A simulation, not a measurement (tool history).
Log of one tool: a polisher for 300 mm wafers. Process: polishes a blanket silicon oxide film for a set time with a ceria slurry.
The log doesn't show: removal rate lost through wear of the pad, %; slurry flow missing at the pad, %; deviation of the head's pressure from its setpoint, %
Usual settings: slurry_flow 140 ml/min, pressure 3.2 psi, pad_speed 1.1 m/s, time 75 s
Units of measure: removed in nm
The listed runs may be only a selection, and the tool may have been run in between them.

run,hour,slurry_flow,pressure,pad_speed,time,wafers since the last listed run,wafers polished on this pad,hours since the slurry nozzle was cleaned,hours since the head pressure was calibrated,"incoming thickness of the incoming film, nm",removed
1,0,140,3.2,1.1,75,0,487,407.6,234.6,1347,363.2
2,35.7,140,3.2,1.1,75,457,944,443.3,270.3,1363.2,346.5
3,55.6,140,3.2,1.1,75,254,1199,463.2,290.2,1331.7,342.5
# hour 72.4: worn pad replaced by a new one
4,72.9,140,3.2,1.1,75,170,6,480.5,307.5,1335.7,357.2
5,103.5,140,3.2,1.02,75,391,398,511.1,338.1,1336.9,339.5
6,134.7,140,3.2,1.02,75,399,798,542.3,369.3,1347.6,329
7,152.9,140,3.2,1.02,75,233,1031,560.5,387.5,1368.8,325.8
8,184,140,3.2,1.1,54,398,1429,591.6,418.6,1350.5,239
9,204.2,140,3.2,1.1,54,258,1688,611.8,438.8,1338.8,228.2
# hour 209.3: worn pad replaced by a new one
10,221.9,140,3.2,1.1,54,175,161,629.5,456.5,1347.5,265.2
11,240.9,140,3.7,0.8,75,243,404,648.5,475.5,1347.3,311.5
12,267.7,140,3.7,0.8,75,343,747,675.3,502.3,1339.5,300.8
13,300.3,140,3.2,1.1,75,417,1165,707.9,534.9,1340,347.7
# hour 322: worn pad replaced by a new one
14,334.8,140,3.2,1.1,75,390,163,742.4,569.4,1345.9,362.2
15,354.3,140,2.8,0.9,75,249,413,761.9,588.9,1354,288.5
# hour 367.2: head pressure recalibrated
16,378,140,3.2,1.1,75,277,691,785.6,10.8,1341.3,351.9
17,399.9,140,3.2,1.1,75,280,971,807.5,32.7,1341.7,358.2
18,423.1,140,2.4,1.1,75,297,1268,830.7,55.9,1310.5,292
# hour 439.2: worn pad replaced by a new one
19,439.7,110,3.5,1.1,55,161,6,847.3,72.5,1363.2,256.8
20,452.4,120,4.1,1.1,75,162,168,860,85.2,1337.8,401.1
# hour 489.2: slurry nozzle cleaned
21,510.7,140,3.2,1.02,75,733,902,21.5,143.5,1336.1,331.8
22,538.5,180,4.2,0.84,87,355,1258,49.3,171.3,1353.9,392.5
# hour 549.8: worn pad replaced by a new one
23,558.7,165,2.9,1.1,75,207,114,69.5,191.5,1349.3,348.2
24,592.4,140,3.2,1.1,90,431,545,103.2,225.2,1351.7,430.7
25,615.8,140,3.2,1.1,75,299,845,126.6,248.6,1342,357.9
26,634.2,140,3.2,0.74,99,235,1080,145,267,1322.3,340.1

4 ways to go on from here, each from the tool as it stands after run 26. What would each give?
A,634.6,140,3.2,1.1,75,5,1086,145.4,267.4,1352.7,?
B,634.6,140,4,1.1,75,5,1086,145.4,267.4,1352.7,?
C,634.6,175,2.3,0.84,75,5,1086,145.4,267.4,1352.7,?
D,634.6,140,2.2,1.1,100,5,1086,145.4,267.4,1352.7,?

run,removed
A,350.5
B,403.1
C,246
D,379.7
Had the tool no hidden state, the same runs would have come out as:
run,removed
A,368.7
B,424
C,258.8
D,399.5

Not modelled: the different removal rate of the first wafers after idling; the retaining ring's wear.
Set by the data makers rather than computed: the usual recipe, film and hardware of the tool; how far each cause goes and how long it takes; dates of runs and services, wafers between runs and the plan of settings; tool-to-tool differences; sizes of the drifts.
